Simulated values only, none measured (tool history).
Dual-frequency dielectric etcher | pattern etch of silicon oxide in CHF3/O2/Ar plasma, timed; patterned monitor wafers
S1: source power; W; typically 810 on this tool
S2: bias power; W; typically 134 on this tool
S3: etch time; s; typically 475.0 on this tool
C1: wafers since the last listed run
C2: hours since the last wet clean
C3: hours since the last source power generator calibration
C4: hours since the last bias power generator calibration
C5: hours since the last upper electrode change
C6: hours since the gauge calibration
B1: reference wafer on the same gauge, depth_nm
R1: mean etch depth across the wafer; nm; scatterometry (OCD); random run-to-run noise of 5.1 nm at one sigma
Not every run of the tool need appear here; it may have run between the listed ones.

run 1 hour=0.0 | S1=810 S2=134 S3=475.0 | C1=0 C2=13.9 C3=2883.8 C4=2728.6 C5=2929.6 C6=743.3 | B1=940.7 | R1=1022.4
run 2 hour=24.3 | S1=810 S2=158 S3=475.0 | C1=84 C2=38.2 C3=2908.1 C4=2752.9 C5=2953.9 C6=767.6 | B1=939.2 | R1=1087.5
run 3 hour=56.2 | S1=810 S2=158 S3=475.0 | C1=111 C2=70.1 C3=2940.0 C4=2784.8 C5=2985.8 C6=799.5 | B1=940.2 | R1=1091.8
run 4 hour=80.8 | S1=810 S2=134 S3=475.0 | C1=86 C2=94.7 C3=2964.6 C4=2809.4 C5=3010.4 C6=824.1 | B1=939.6 | R1=1044.3
run 5 hour=111.9 | S1=810 S2=134 S3=475.0 | C1=108 C2=125.8 C3=2995.7 C4=2840.5 C5=3041.5 C6=855.2 | B1=941.2 | R1=1043.5
run 6 hour=128.1 | S1=810 S2=134 S3=475.0 | C1=56 C2=142.0 C3=3011.9 C4=2856.7 C5=3057.7 C6=871.4 | B1=940.3 | R1=1045.9
run 7 hour=142.2 | S1=810 S2=134 S3=475.0 | C1=49 C2=156.1 C3=3026.0 C4=2870.8 C5=3071.8 C6=885.5 | B1=940.2 | R1=1051.4
-- hour=170.7 gauge calibrated
run 8 hour=177.5 | S1=810 S2=134 S3=545.0 | C1=123 C2=191.4 C3=3061.3 C4=2906.1 C5=3107.1 C6=6.8 | B1=940.5 | R1=1198.9
run 9 hour=200.8 | S1=810 S2=134 S3=475.0 | C1=81 C2=214.7 C3=3084.6 C4=2929.4 C5=3130.4 C6=30.1 | B1=940.1 | R1=1044.7
run 10 hour=216.0 | S1=810 S2=134 S3=524.0 | C1=53 C2=229.9 C3=3099.8 C4=2944.6 C5=3145.6 C6=45.3 | B1=938.5 | R1=1158.0
run 11 hour=235.8 | S1=810 S2=134 S3=475.0 | C1=69 C2=249.7 C3=3119.6 C4=2964.4 C5=3165.4 C6=65.1 | B1=940.2 | R1=1051.4
run 12 hour=263.1 | S1=730 S2=134 S3=565.5 | C1=95 C2=277.0 C3=3146.9 C4=2991.7 C5=3192.7 C6=92.4 | B1=941.0 | R1=1216.7
-- hour=276.3 source power generator calibrated
run 13 hour=289.7 | S1=720 S2=113 S3=387.5 | C1=79 C2=303.6 C3=13.4 C4=3018.3 C5=3219.3 C6=119.0 | B1=939.9 | R1=785.1
run 14 hour=306.3 | S1=810 S2=167 S3=475.0 | C1=58 C2=320.2 C3=30.0 C4=3034.9 C5=3235.9 C6=135.6 | B1=940.1 | R1=1152.5
run 15 hour=319.0 | S1=890 S2=122 S3=335.5 | C1=44 C2=332.9 C3=42.7 C4=3047.6 C5=3248.6 C6=148.3 | B1=940.2 | R1=742.4
run 16 hour=348.7 | S1=810 S2=134 S3=421.0 | C1=103 C2=362.6 C3=72.4 C4=3077.3 C5=3278.3 C6=178.0 | B1=939.2 | R1=942.8
run 17 hour=373.6 | S1=810 S2=134 S3=475.0 | C1=87 C2=387.5 C3=97.3 C4=3102.2 C5=3303.2 C6=202.9 | B1=939.8 | R1=1067.0
run 18 hour=391.2 | S1=810 S2=154 S3=373.0 | C1=61 C2=405.1 C3=114.9 C4=3119.8 C5=3320.8 C6=220.5 | B1=939.5 | R1=883.7
-- hour=406.5 bias power generator calibrated
-- hour=437.6 wet clean of the chamber
run 19 hour=438.1 | S1=810 S2=134 S3=475.0 | C1=66 C2=0.5 C3=161.8 C4=31.6 C5=3367.7 C6=267.4 | B1=940.7 | R1=1031.7
run 20 hour=438.5 | S1=810 S2=134 S3=475.0 | C1=1 C2=0.9 C3=162.2 C4=32.0 C5=3368.1 C6=267.8 | B1=941.1 | R1=1030.1
-- hour=466.1 upper electrode replaced
run 21 hour=466.6 | S1=920 S2=158 S3=339.5 | C1=14 C2=29.0 C3=190.3 C4=60.1 C5=0.5 C6=295.9 | B1=939.2 | R1=805.9
run 22 hour=480.8 | S1=810 S2=134 S3=475.0 | C1=49 C2=43.2 C3=204.5 C4=74.3 C5=14.7 C6=310.1 | B1=940.7 | R1=1037.1
run 23 hour=515.9 | S1=670 S2=134 S3=573.0 | C1=122 C2=78.3 C3=239.6 C4=109.4 C5=49.8 C6=345.2 | B1=938.6 | R1=1200.7
run 24 hour=547.2 | S1=730 S2=134 S3=475.0 | C1=109 C2=109.6 C3=270.9 C4=140.7 C5=81.1 C6=376.5 | B1=940.6 | R1=1019.0
run 25 hour=565.5 | S1=1000 S2=134 S3=475.0 | C1=63 C2=127.9 C3=289.2 C4=159.0 C5=99.4 C6=394.8 | B1=941.4 | R1=1104.0
run 26 hour=597.8 | S1=810 S2=134 S3=475.0 | C1=112 C2=160.2 C3=321.5 C4=191.3 C5=131.7 C6=427.1 | B1=940.0 | R1=1041.6
run 27 hour=618.9 | S1=640 S2=103 S3=434.0 | C1=73 C2=181.3 C3=342.6 C4=212.4 C5=152.8 C6=448.2 | B1=940.1 | R1=815.8
run 28 hour=639.0 | S1=810 S2=134 S3=439.0 | C1=70 C2=201.4 C3=362.7 C4=232.5 C5=172.9 C6=468.3 | B1=940.8 | R1=974.8
run 29 hour=654.8 | S1=810 S2=134 S3=475.0 | C1=55 C2=217.2 C3=378.5 C4=248.3 C5=188.7 C6=484.1 | B1=940.7 | R1=1057.2
run 30 hour=682.4 | S1=810 S2=159 S3=348.5 | C1=96 C2=244.8 C3=406.1 C4=275.9 C5=216.3 C6=511.7 | B1=940.1 | R1=820.1
run 31 hour=710.0 | S1=810 S2=134 S3=475.0 | C1=96 C2=272.4 C3=433.7 C4=303.5 C5=243.9 C6=539.3 | B1=939.2 | R1=1056.9

What would each run have given without the hidden state, its run-to-run variation left as it was?
Unlogged tool condition in this case: etch rate over this chamber's usual, %; source power that arrives over what is set, %; bias power that arrives over what is set, %; gauge reads high (%).
run=1 R1=1019.6
run=2 R1=1082.1
run=3 R1=1083.3
run=4 R1=1033.8
run=5 R1=1030.1
run=6 R1=1031.0
run=7 R1=1035.1
run=8 R1=1176.6
run=9 R1=1023.1
run=10 R1=1132.5
run=11 R1=1026.4
run=12 R1=1184.9
run=13 R1=762.8
run=14 R1=1118.0
run=15 R1=719.4
run=16 R1=911.2
run=17 R1=1029.0
run=18 R1=850.9
run=19 R1=1027.8
run=20 R1=1026.2
run=21 R1=800.8
run=22 R1=1029.2
run=23 R1=1187.8
run=24 R1=1005.2
run=25 R1=1087.2
run=26 R1=1022.8
run=27 R1=799.5
run=28 R1=953.6
run=29 R1=1032.8
run=30 R1=799.2
run=31 R1=1027.4
